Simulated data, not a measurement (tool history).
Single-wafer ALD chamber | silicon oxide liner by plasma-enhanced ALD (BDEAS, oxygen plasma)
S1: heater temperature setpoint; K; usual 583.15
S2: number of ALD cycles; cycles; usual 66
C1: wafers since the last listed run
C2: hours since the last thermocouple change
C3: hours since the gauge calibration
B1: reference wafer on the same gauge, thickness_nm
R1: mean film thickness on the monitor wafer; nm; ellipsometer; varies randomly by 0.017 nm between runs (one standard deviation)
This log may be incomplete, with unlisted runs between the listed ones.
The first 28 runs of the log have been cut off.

Run 29, hour 2183.0: usual settings but S2 59 cycles; C1 427; C2 1281.4; C3 513.2; B1 6.979. Result: R1 5.914 nm.
Run 30, hour 2234.8: usual settings; C1 221; C2 1333.2; C3 565.0; B1 6.982. Result: R1 6.605 nm.
Run 31, hour 2298.2: usual settings but S1 579.15 K, S2 70 cycles; C1 270; C2 1396.6; C3 628.4; B1 6.985. Result: R1 7.083 nm.
Run 32, hour 2335.1: usual settings; C1 157; C2 1433.5; C3 665.3; B1 6.982. Result: R1 6.631 nm.
Run 33, hour 2401.1: usual settings but S1 592.15 K, S2 78 cycles; C1 281; C2 1499.5; C3 731.3; B1 6.983. Result: R1 7.720 nm.
Run 34, hour 2478.6: usual settings but S1 593.15 K, S2 70 cycles; C1 330; C2 1577.0; C3 808.8; B1 6.975. Result: R1 6.902 nm.
Run 35, hour 2583.0: usual settings but S1 587.15 K; C1 445; C2 1681.4; C3 913.2; B1 6.976. Result: R1 6.587 nm.
Run 36, hour 2675.2: usual settings; C1 393; C2 1773.6; C3 1005.4; B1 6.981. Result: R1 6.619 nm.
Run 37, hour 2761.0: usual settings but S1 590.15 K, S2 63 cycles; C1 366; C2 1859.4; C3 1091.2; B1 6.980. Result: R1 6.244 nm.
At hour 2850.7: thermocouple changed; heater temperature recalibrated.
Run 38, hour 2856.2: usual settings but S1 574.15 K, S2 76 cycles; C1 372; C2 5.5; C3 1186.4; B1 6.973. Result: R1 7.780 nm.
Run 39, hour 2922.9: usual settings but S1 591.15 K; C1 284; C2 72.2; C3 1253.1; B1 6.970. Result: R1 6.601 nm.

Each row is a separate what-if for the run after 39, all from the same tool condition, not one after another. Results?
Run A, hour 2923.4: usual settings; C1 2; C2 72.7; C3 1253.6; B1 ?. Result: R1 ?.
Run B, hour 2923.4: usual settings but S2 70 cycles; C1 2; C2 72.7; C3 1253.6; B1 ?. Result: R1 ?.
Run C, hour 2923.4: usual settings but S1 596.15 K, S2 75 cycles; C1 2; C2 72.7; C3 1253.6; B1 ?. Result: R1 ?.
Run D, hour 2923.4: usual settings but S1 569.15 K, S2 70 cycles; C1 2; C2 72.7; C3 1253.6; B1 ?. Result: R1 ?.

run     B1     R1
  A  6.972  6.707
  B  6.972  7.114
  C  6.972  7.462
  D  6.972  7.365
Had the tool no hidden state, the same runs would have come out as:
run     R1
  A  6.711
  B  7.118
  C  7.466
  D  7.376
